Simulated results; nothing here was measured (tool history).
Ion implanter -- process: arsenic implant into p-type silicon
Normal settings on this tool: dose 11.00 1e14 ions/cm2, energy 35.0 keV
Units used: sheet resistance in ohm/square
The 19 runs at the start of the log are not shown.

| run | hour | dose | energy | read-back reference wafer on the same gauge, sheet resistance | sheet resistance |
|---|---|---|---|---|---|
| 20 | 251.5 | 12.57 | 35.0 | 115.99 | 116.56 |
| 21 | 267.9 | 8.41 | 31.5 | 116.01 | 149.19 |
|  | 277.7 | gauge calibrated |
| 22 | 285.4 | 9.95 | 29.0 | 116.00 | 139.68 |
|  | 300.1 | extraction supply calibrated |
| 23 | 300.6 | 11.00 | 35.0 | 115.99 | 124.55 |
| 24 | 301.5 | 8.09 | 24.5 | 116.01 | 163.51 |
| 25 | 310.6 | 12.32 | 31.0 | 116.00 | 123.63 |
| 26 | 322.6 | 8.76 | 47.0 | 116.01 | 132.19 |
| 27 | 333.6 | 12.76 | 47.0 | 116.00 | 104.84 |
| 28 | 344.6 | 9.50 | 31.0 | 115.99 | 139.89 |
| 29 | 360.7 | 11.95 | 28.5 | 116.01 | 128.67 |
| 30 | 378.6 | 11.96 | 42.5 | 115.97 | 111.83 |
| 31 | 390.9 | 13.62 | 45.5 | 116.01 | 102.55 |
| 32 | 397.1 | 11.00 | 35.0 | 116.00 | 124.42 |
| 33 | 411.5 | 11.00 | 38.0 | 115.98 | 121.16 |

Consider 4 possible next runs. They are alternatives, not a sequence: every one starts from the tool as it was left by run 33. What does each give?
| A | 411.9 | 11.00 | 35.0 | ? | ? |
| B | 411.9 | 9.03 | 31.0 | ? | ? |
| C | 411.9 | 13.28 | 30.5 | ? | ? |
| D | 411.9 | 13.00 | 38.5 | ? | ? |

| run | read-back reference wafer on the same gauge, sheet resistance | sheet resistance |
|---|---|---|
| A | 116.01 | 124.32 |
| B | 116.01 | 143.87 |
| C | 116.01 | 120.31 |
| D | 116.01 | 111.00 |
Take away the tool's hidden state, keep each run's random variation, and the runs would have read:
| run | sheet resistance |
|---|---|
| A | 123.91 |
| B | 143.34 |
| C | 120.03 |
| D | 110.68 |

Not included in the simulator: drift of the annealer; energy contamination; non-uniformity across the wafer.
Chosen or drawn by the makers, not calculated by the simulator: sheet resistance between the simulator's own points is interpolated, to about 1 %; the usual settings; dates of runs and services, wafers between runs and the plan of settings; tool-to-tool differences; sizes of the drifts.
